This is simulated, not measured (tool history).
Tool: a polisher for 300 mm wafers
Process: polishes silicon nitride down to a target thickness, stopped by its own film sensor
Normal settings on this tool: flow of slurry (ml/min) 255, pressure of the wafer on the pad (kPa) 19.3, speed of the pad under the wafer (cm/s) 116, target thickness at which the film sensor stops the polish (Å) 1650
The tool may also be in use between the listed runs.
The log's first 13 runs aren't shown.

| run | day | flow of slurry (ml/min) | pressure of the wafer on the pad (kPa) | speed of the pad under the wafer (cm/s) | target thickness at which the film sensor stops the polish (Å) | wafers since the last listed run | wafers polished on this pad | hours since the slurry nozzle was cleaned | hours since the head pressure was calibrated | incoming thickness of the incoming film, nm | time until the film sensor stopped the polish (s) |
|---|---|---|---|---|---|---|---|---|---|---|---|
|  | 39.188 | worn pad replaced by a new one |
| 14 | 42.567 | 255 | 19.3 | 116 | 1320 | 1073 | 861 | 147.4 | 118.3 | 305.6 | 100.3 |
| 15 | 44.862 | 255 | 19.3 | 116 | 1780 | 585 | 1447 | 202.5 | 173.4 | 308.2 | 81.2 |
| 16 | 48.754 | 255 | 22.1 | 94 | 1650 | 992 | 2439 | 295.9 | 266.8 | 314.1 | 97.2 |
| 17 | 53.108 | 280 | 22.1 | 116 | 1650 | 1110 | 3550 | 400.4 | 371.3 | 310.2 | 80.6 |
| 18 | 57.088 | 255 | 19.3 | 116 | 1240 | 1014 | 4565 | 495.9 | 466.8 | 308.7 | 122.7 |
| 19 | 59.133 | 230 | 19.3 | 116 | 1940 | 521 | 5086 | 545.0 | 515.9 | 316.0 | 83.3 |
|  | 59.388 | head pressure recalibrated |
|  | 60.917 | slurry nozzle cleaned |
|  | 62.438 | worn pad replaced by a new one |
| 20 | 63.104 | 255 | 19.3 | 130 | 1650 | 938 | 169 | 52.5 | 89.2 | 314.9 | 78.3 |
| 21 | 64.646 | 255 | 13.8 | 96 | 1860 | 393 | 562 | 89.5 | 126.2 | 314.1 | 120.1 |
| 22 | 68.712 | 255 | 13.1 | 100 | 1180 | 1037 | 1600 | 187.1 | 223.8 | 311.7 | 196.2 |
| 23 | 72.779 | 325 | 19.3 | 116 | 1170 | 1037 | 2637 | 284.7 | 321.4 | 310.0 | 113.8 |
| 24 | 77.121 | 255 | 19.3 | 116 | 1650 | 1107 | 3744 | 388.9 | 425.6 | 311.7 | 93.0 |
|  | 79.517 | slurry nozzle cleaned |
| 25 | 80.492 | 340 | 19.3 | 82 | 1830 | 849 | 4593 | 23.4 | 506.5 | 313.5 | 104.5 |
|  | 81.454 | head pressure recalibrated |
| 26 | 82.933 | 255 | 19.3 | 116 | 1650 | 601 | 5195 | 82.0 | 35.5 | 310.1 | 81.1 |
|  | 84.946 | worn pad replaced by a new one |
| 27 | 86.396 | 335 | 19.3 | 102 | 1650 | 840 | 369 | 165.1 | 118.6 | 313.2 | 90.9 |
| 28 | 90.650 | 255 | 19.3 | 116 | 1650 | 1085 | 1454 | 267.2 | 220.7 | 309.8 | 89.5 |
| 29 | 94.992 | 255 | 19.3 | 116 | 1650 | 1107 | 2562 | 371.4 | 324.9 | 314.6 | 92.9 |
|  | 98.421 | slurry nozzle cleaned |
|  | 102.642 | head pressure recalibrated |
| 30 | 104.625 | 255 | 17.2 | 138 | 1650 | 2425 | 4987 | 148.9 | 47.6 | 307.8 | 81.4 |
|  | 104.846 | worn pad replaced by a new one |
| 31 | 108.996 | 210 | 22.1 | 116 | 1650 | 1072 | 1057 | 253.8 | 152.5 | 311.4 | 80.1 |

Forecast each of these 5 alternatives for the next run:
| A | 109.017 | 255 | 19.3 | 116 | 1650 | 5 | 1063 | 254.3 | 153.0 | 309.3 | ? |
| B | 109.017 | 255 | 15.2 | 116 | 1450 | 5 | 1063 | 254.3 | 153.0 | 309.3 | ? |
| C | 109.017 | 285 | 14.5 | 116 | 1860 | 5 | 1063 | 254.3 | 153.0 | 309.3 | ? |
| D | 109.017 | 195 | 19.3 | 116 | 1180 | 5 | 1063 | 254.3 | 153.0 | 309.3 | ? |
| E | 109.017 | 255 | 13.1 | 116 | 1650 | 5 | 1063 | 254.3 | 153.0 | 309.3 | ? |

| run | time until the film sensor stopped the polish (s) |
|---|---|
| A | 85.8 |
| B | 124.4 |
| C | 96.3 |
| D | 118.9 |
| E | 126.5 |
Had the tool no hidden state, the same runs would have come out as:
| run | time until the film sensor stopped the polish (s) |
|---|---|
| A | 75.5 |
| B | 109.4 |
| C | 85.1 |
| D | 103.5 |
| E | 111.3 |
